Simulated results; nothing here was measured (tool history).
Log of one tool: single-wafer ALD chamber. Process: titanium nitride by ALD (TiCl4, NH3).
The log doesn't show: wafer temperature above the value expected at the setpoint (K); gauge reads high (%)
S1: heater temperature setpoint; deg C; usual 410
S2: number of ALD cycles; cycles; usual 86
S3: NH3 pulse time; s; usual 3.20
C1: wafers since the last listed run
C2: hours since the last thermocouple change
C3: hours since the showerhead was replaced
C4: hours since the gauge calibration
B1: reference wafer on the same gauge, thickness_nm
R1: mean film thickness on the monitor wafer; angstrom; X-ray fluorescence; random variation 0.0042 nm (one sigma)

| run | day | S1 | S2 | S3 | C1 | C2 | C3 | C4 | B1 | R1 |
|---|---|---|---|---|---|---|---|---|---|---|
| 1 | 0.000 | 410 | 86 | 3.20 | 0 | 1881.9 | 6661.9 | 199.8 | 1.583 | 17.11 |
| 2 | 0.575 | 410 | 86 | 3.20 | 22 | 1895.7 | 6675.7 | 213.6 | 1.584 | 17.17 |
| 3 | 1.846 | 410 | 86 | 3.20 | 48 | 1926.2 | 6706.2 | 244.1 | 1.586 | 17.15 |
| 4 | 3.071 | 405 | 79 | 3.20 | 47 | 1955.6 | 6735.6 | 273.5 | 1.588 | 15.84 |
| 5 | 4.029 | 410 | 86 | 4.03 | 36 | 1978.6 | 6758.6 | 296.5 | 1.589 | 17.29 |
| 6 | 4.792 | 410 | 86 | 4.03 | 29 | 1996.9 | 6776.9 | 314.8 | 1.590 | 17.30 |
| 7 | 5.596 | 410 | 86 | 4.03 | 30 | 2016.2 | 6796.2 | 334.1 | 1.591 | 17.35 |
| 8 | 6.775 | 410 | 86 | 3.20 | 45 | 2044.5 | 6824.5 | 362.4 | 1.592 | 17.19 |
| 9 | 7.542 | 410 | 86 | 3.20 | 29 | 2062.9 | 6842.9 | 380.8 | 1.592 | 17.30 |
| 10 | 8.888 | 410 | 86 | 3.20 | 51 | 2095.2 | 6875.2 | 413.1 | 1.593 | 17.24 |
|  | 10.029 | showerhead replaced |
| 11 | 10.362 | 410 | 86 | 3.20 | 43 | 2130.6 | 8.0 | 448.5 | 1.594 | 17.28 |
| 12 | 11.579 | 410 | 86 | 3.20 | 46 | 2159.8 | 37.2 | 477.7 | 1.595 | 17.32 |
| 13 | 12.362 | 410 | 86 | 3.20 | 30 | 2178.6 | 56.0 | 496.5 | 1.595 | 17.21 |
| 14 | 13.904 | 410 | 86 | 3.20 | 59 | 2215.6 | 93.0 | 533.5 | 1.596 | 17.28 |
| 15 | 14.654 | 410 | 86 | 3.20 | 28 | 2233.6 | 111.0 | 551.5 | 1.596 | 17.35 |
|  | 17.400 | gauge calibrated |
| 16 | 17.804 | 410 | 86 | 3.20 | 121 | 2309.2 | 186.6 | 9.7 | 1.567 | 16.94 |
| 17 | 19.062 | 410 | 86 | 4.33 | 48 | 2339.4 | 216.8 | 39.9 | 1.572 | 17.15 |
| 18 | 19.908 | 410 | 86 | 4.03 | 32 | 2359.7 | 237.1 | 60.2 | 1.575 | 17.12 |
| 19 | 21.175 | 421 | 86 | 3.78 | 48 | 2390.1 | 267.5 | 90.6 | 1.579 | 17.18 |
| 20 | 21.988 | 410 | 86 | 3.20 | 31 | 2409.6 | 287.0 | 110.1 | 1.581 | 17.17 |
| 21 | 22.496 | 410 | 86 | 3.20 | 19 | 2421.8 | 299.2 | 122.3 | 1.583 | 17.13 |
| 22 | 23.900 | 396 | 77 | 3.20 | 54 | 2455.5 | 332.9 | 156.0 | 1.586 | 15.39 |
| 23 | 24.542 | 410 | 86 | 3.20 | 24 | 2470.9 | 348.3 | 171.4 | 1.587 | 17.19 |
| 24 | 26.933 | 410 | 86 | 2.28 | 92 | 2528.3 | 405.7 | 228.8 | 1.591 | 17.08 |
|  | 27.438 | thermocouple changed; heater temperature recalibrated |
| 25 | 27.962 | 410 | 86 | 3.20 | 26 | 12.6 | 430.4 | 253.5 | 1.592 | 17.23 |
| 26 | 29.288 | 424 | 98 | 3.20 | 51 | 44.4 | 462.2 | 285.3 | 1.594 | 19.70 |
| 27 | 30.700 | 416 | 70 | 3.20 | 54 | 78.3 | 496.1 | 319.2 | 1.596 | 14.10 |
| 28 | 31.583 | 398 | 74 | 4.43 | 34 | 99.5 | 517.3 | 340.4 | 1.596 | 15.02 |
| 29 | 33.012 | 417 | 86 | 3.20 | 55 | 133.8 | 551.6 | 374.7 | 1.597 | 17.30 |
| 30 | 33.729 | 410 | 86 | 3.20 | 27 | 151.0 | 568.8 | 391.9 | 1.598 | 17.25 |
| 31 | 34.550 | 410 | 86 | 3.20 | 31 | 170.7 | 588.5 | 411.6 | 1.599 | 17.26 |
| 32 | 37.717 | 400 | 95 | 3.20 | 121 | 246.7 | 664.5 | 487.6 | 1.601 | 19.14 |
| 33 | 38.229 | 399 | 86 | 3.20 | 19 | 259.0 | 676.8 | 499.9 | 1.601 | 17.27 |
| 34 | 39.546 | 410 | 86 | 3.20 | 50 | 290.6 | 708.4 | 531.5 | 1.601 | 17.37 |
| 35 | 40.088 | 421 | 95 | 2.29 | 20 | 303.6 | 721.4 | 544.5 | 1.601 | 19.04 |
| 36 | 41.450 | 410 | 86 | 3.20 | 52 | 336.3 | 754.1 | 577.2 | 1.602 | 17.35 |
| 37 | 42.500 | 410 | 86 | 3.79 | 40 | 361.5 | 779.3 | 602.4 | 1.603 | 17.42 |
| 38 | 43.912 | 402 | 74 | 3.20 | 54 | 395.4 | 813.2 | 636.3 | 1.604 | 14.91 |
|  | 44.029 | gauge calibrated |
| 39 | 44.883 | 396 | 96 | 3.73 | 37 | 418.7 | 836.5 | 20.5 | 1.559 | 18.91 |
| 40 | 45.571 | 410 | 86 | 3.20 | 26 | 435.2 | 853.0 | 37.0 | 1.561 | 16.98 |

Measured less the same run without the tool's hidden state. The same run-to-run variation is in both; the gauge's scatter may not be:
| run | R1 |
|---|---|
| 1 | +0.26 |
| 2 | +0.27 |
| 3 | +0.29 |
| 4 | +0.28 |
| 5 | +0.31 |
| 6 | +0.33 |
| 7 | +0.34 |
| 8 | +0.34 |
| 9 | +0.35 |
| 10 | +0.36 |
| 11 | +0.37 |
| 12 | +0.38 |
| 13 | +0.38 |
| 14 | +0.39 |
| 15 | +0.40 |
| 16 | +0.08 |
| 17 | +0.14 |
| 18 | +0.16 |
| 19 | +0.20 |
| 20 | +0.23 |
| 21 | +0.25 |
| 22 | +0.25 |
| 23 | +0.30 |
| 24 | +0.33 |
| 25 | +0.36 |
| 26 | +0.42 |
| 27 | +0.32 |
| 28 | +0.35 |
| 29 | +0.41 |
| 30 | +0.41 |
| 31 | +0.42 |
| 32 | +0.48 |
| 33 | +0.44 |
| 34 | +0.45 |
| 35 | +0.50 |
| 36 | +0.46 |
| 37 | +0.46 |
| 38 | +0.40 |
| 39 | -0.01 |
| 40 | +0.02 |
